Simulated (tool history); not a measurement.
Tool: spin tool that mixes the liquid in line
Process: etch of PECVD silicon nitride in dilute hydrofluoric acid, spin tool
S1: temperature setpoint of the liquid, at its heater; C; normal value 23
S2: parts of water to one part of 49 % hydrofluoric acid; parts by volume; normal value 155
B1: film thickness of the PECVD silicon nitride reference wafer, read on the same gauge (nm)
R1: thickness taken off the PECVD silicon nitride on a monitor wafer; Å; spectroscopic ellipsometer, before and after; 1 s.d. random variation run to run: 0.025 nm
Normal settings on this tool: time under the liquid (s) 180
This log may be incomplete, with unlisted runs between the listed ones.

run 1 hour=0 | S1=23 S2=100 time_under_the_liquid_(s)=180 | B1=69.986 | R1=55.38
run 2 hour=35.9 | S1=23 S2=100 time_under_the_liquid_(s)=180 | B1=70.023 | R1=55.29
run 3 hour=66.8 | S1=21.5 S2=155 time_under_the_liquid_(s)=180 | B1=70.029 | R1=32.02
run 4 hour=85.4 | S1=23 S2=155 time_under_the_liquid_(s)=180 | B1=70 | R1=35.06
run 5 hour=112.9 | S1=23 S2=155 time_under_the_liquid_(s)=180 | B1=69.987 | R1=35.57
run 6 hour=188.1 | S1=23 S2=155 time_under_the_liquid_(s)=180 | B1=69.99 | R1=35.15
run 7 hour=200.1 | S1=23 S2=155 time_under_the_liquid_(s)=180 | B1=69.98 | R1=35.48
run 8 hour=233.2 | S1=23 S2=155 time_under_the_liquid_(s)=180 | B1=70.008 | R1=35.04
run 9 hour=265.9 | S1=23 S2=155 time_under_the_liquid_(s)=180 | B1=70.005 | R1=34.68
run 10 hour=295.8 | S1=23 S2=120 time_under_the_liquid_(s)=180 | B1=70.026 | R1=44.64
run 11 hour=311.8 | S1=23 S2=120 time_under_the_liquid_(s)=180 | B1=70.009 | R1=44.4
run 12 hour=327.8 | S1=20 S2=190 time_under_the_liquid_(s)=95 | B1=70.013 | R1=12.19
run 13 hour=357.1 | S1=23 S2=205 time_under_the_liquid_(s)=180 | B1=69.979 | R1=25.94
run 14 hour=379.4 | S1=23 S2=155 time_under_the_liquid_(s)=180 | B1=70.017 | R1=34.43
run 15 hour=397 | S1=23 S2=95 time_under_the_liquid_(s)=180 | B1=70.022 | R1=55.41
run 16 hour=432.5 | S1=23 S2=155 time_under_the_liquid_(s)=180 | B1=70.037 | R1=34.29
run 17 hour=464.8 | S1=26.5 S2=155 time_under_the_liquid_(s)=180 | B1=70.015 | R1=42.52
-- hour=469.1 hydrofluoric acid flow meter replaced
-- hour=472.4 gauge calibrated
-- hour=481.1 thermometer replaced
run 18 hour=486 | S1=18.5 S2=210 time_under_the_liquid_(s)=180 | B1=70.031 | R1=20.55
run 19 hour=519.8 | S1=27 S2=110 time_under_the_liquid_(s)=255 | B1=70.016 | R1=94.32
run 20 hour=542.3 | S1=23 S2=155 time_under_the_liquid_(s)=235 | B1=69.993 | R1=47.01
run 21 hour=570.4 | S1=23 S2=225 time_under_the_liquid_(s)=130 | B1=70.007 | R1=18.3
run 22 hour=604.8 | S1=26 S2=155 time_under_the_liquid_(s)=180 | B1=69.962 | R1=43.66
run 23 hour=632.5 | S1=23 S2=155 time_under_the_liquid_(s)=180 | B1=69.953 | R1=36.64

Some steps in R1, run to run, broken into two amounts with sign: the step expected even without the hidden condition (settings, incoming material, random variation), and the rest, left for the hidden condition together with whatever gauge scatter is not in both the measured and the hidden-condition-free result:
Hidden conditions of the tool in this case: liquid colder than its thermometer reads (K); hydrofluoric acid flow below the setpoint (%); gauge reads high (%).
Run 11 -> 12: S1 23 -> 20, S2 120 -> 190, time under the liquid (s) 180 -> 95. R1 -32.21 Å: hidden state +1.99, all else -34.2.
Run 17 -> 18: S1 26.5 -> 18.5, S2 155 -> 210, hydrofluoric acid flow meter replaced, gauge calibrated, thermometer replaced. R1 -21.97 Å: hidden state +3.43, all else -25.4.
Run 18 -> 19: S1 18.5 -> 27, S2 210 -> 110, time under the liquid (s) 180 -> 255. R1 +73.77 Å: hidden state -0.56, all else +74.33.
Run 19 -> 20: S1 27 -> 23, S2 110 -> 155, time under the liquid (s) 255 -> 235. R1 -47.31 Å: hidden state +0.19, all else -47.5.
